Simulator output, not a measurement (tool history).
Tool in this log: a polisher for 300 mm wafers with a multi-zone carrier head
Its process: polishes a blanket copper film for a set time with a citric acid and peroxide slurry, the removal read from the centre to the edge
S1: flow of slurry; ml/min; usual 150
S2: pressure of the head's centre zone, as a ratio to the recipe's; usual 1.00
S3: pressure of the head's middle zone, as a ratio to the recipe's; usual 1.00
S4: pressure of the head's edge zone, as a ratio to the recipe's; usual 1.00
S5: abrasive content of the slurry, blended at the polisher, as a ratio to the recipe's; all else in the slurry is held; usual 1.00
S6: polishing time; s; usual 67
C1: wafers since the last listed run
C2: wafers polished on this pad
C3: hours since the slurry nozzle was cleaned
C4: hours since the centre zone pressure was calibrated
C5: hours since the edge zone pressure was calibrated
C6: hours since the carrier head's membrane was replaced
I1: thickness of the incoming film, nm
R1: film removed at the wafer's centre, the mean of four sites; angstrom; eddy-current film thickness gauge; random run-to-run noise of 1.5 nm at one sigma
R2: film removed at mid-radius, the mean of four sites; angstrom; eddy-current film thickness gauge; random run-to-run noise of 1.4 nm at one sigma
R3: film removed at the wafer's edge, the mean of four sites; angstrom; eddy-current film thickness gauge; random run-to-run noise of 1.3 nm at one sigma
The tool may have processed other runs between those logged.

run	hour	S1	S2	S3	S4	S5	S6	C1	C2	C3	C4	C5	C6	I1	R1	R2	R3
1	0.0	150	0.93	1.00	1.00	0.85	81	0	2072	183.9	345.4	161.2	494.6	1149.1	1813	1931	1935
# hour 32.6: worn pad replaced by a new one
# hour 33.4: carrier head's membrane replaced by a new one
2	59.6	105	1.00	1.00	1.00	1.00	67	550	263	243.5	405.0	220.8	26.2	1135.6	1609	1515	1597
# hour 73.1: centre zone pressure recalibrated
3	77.5	150	1.00	1.09	1.00	1.00	87	159	422	261.4	4.4	238.7	44.1	1134.6	2145	2268	2177
4	103.6	150	1.00	1.00	1.00	0.85	54	262	685	287.5	30.5	264.8	70.2	1139.2	1293	1259	1295
5	210.5	150	1.00	1.00	1.03	1.25	67	1074	1759	394.4	137.4	371.7	177.1	1126.5	1770	1721	1773
6	235.2	150	1.00	1.00	1.00	1.00	67	248	2008	419.1	162.1	396.4	201.8	1133.7	1674	1629	1657
7	250.7	150	1.00	1.08	1.00	0.80	67	155	2163	434.6	177.6	411.9	217.3	1131.2	1616	1634	1587
8	282.6	110	1.00	0.96	1.00	1.00	67	320	2484	466.5	209.5	443.8	249.2	1120.1	1586	1482	1604
# hour 311.3: worn pad replaced by a new one
9	316.1	150	1.00	1.00	0.95	1.00	67	296	47	500.0	243.0	477.3	282.7	1125.7	1725	1621	1612
# hour 321.6: edge zone pressure recalibrated
10	345.5	150	1.00	1.00	1.00	1.00	55	275	323	529.4	272.4	23.9	312.1	1136.8	1402	1336	1361
11	375.6	150	1.00	1.00	1.00	1.00	83	302	625	559.5	302.5	54.0	342.2	1134.4	2098	2052	2029
12	393.3	150	0.90	1.04	0.90	1.20	67	177	803	577.2	320.2	71.7	359.9	1121.5	1593	1749	1659
13	418.7	150	1.00	1.00	1.00	1.00	67	255	1059	602.6	345.6	97.1	385.3	1146.4	1718	1616	1653
14	441.9	150	1.07	1.00	1.12	1.00	52	233	1292	625.8	368.8	120.3	408.5	1130.0	1430	1260	1368
15	463.2	150	0.92	0.96	1.00	1.00	77	214	1506	647.1	390.1	141.6	429.8	1137.6	1801	1809	1949
16	493.6	150	1.00	1.00	1.00	1.00	67	305	1811	677.5	420.5	172.0	460.2	1129.2	1725	1639	1691
17	527.1	150	1.00	0.93	0.90	1.20	67	336	2148	711.0	454.0	205.5	493.7	1147.3	1823	1589	1667
18	544.9	150	1.00	1.00	1.00	1.00	67	178	2327	728.8	471.8	223.3	511.5	1131.0	1732	1619	1675
# hour 566.1: slurry nozzle cleaned
# hour 569.7: centre zone pressure recalibrated
19	579.9	150	1.09	1.00	1.00	1.00	52	321	2649	13.8	10.2	258.3	546.5	1147.0	1380	1261	1285
# hour 598.1: worn pad replaced by a new one
20	603.5	150	0.92	0.96	1.00	1.00	77	197	54	37.4	33.8	281.9	570.1	1139.4	1718	1826	1914
# hour 643.0: carrier head's membrane replaced by a new one
21	643.5	120	1.09	1.00	1.00	1.15	67	351	405	77.4	73.8	321.9	0.5	1129.0	1760	1643	1673

Exercise: give the hidden state of the tool at every run:
removal rate lost through wear of the pad, %: 0 on each run
slurry flow missing at the pad, %: 0 on each run
deviation of the edge zone's pressure from its setpoint, %: 0 on each run
H1: deviation of the centre zone's pressure from its setpoint, %
run	H1
1	4.11
2	4.8
3	-0.0763
4	0.228
5	1.47
6	1.76
7	1.94
8	2.31
9	2.7
10	3.05
11	3.4
12	3.6
13	3.9
14	4.17
15	4.42
16	4.77
17	5.16
18	5.37
19	-0.264
20	0.0112
21	0.477
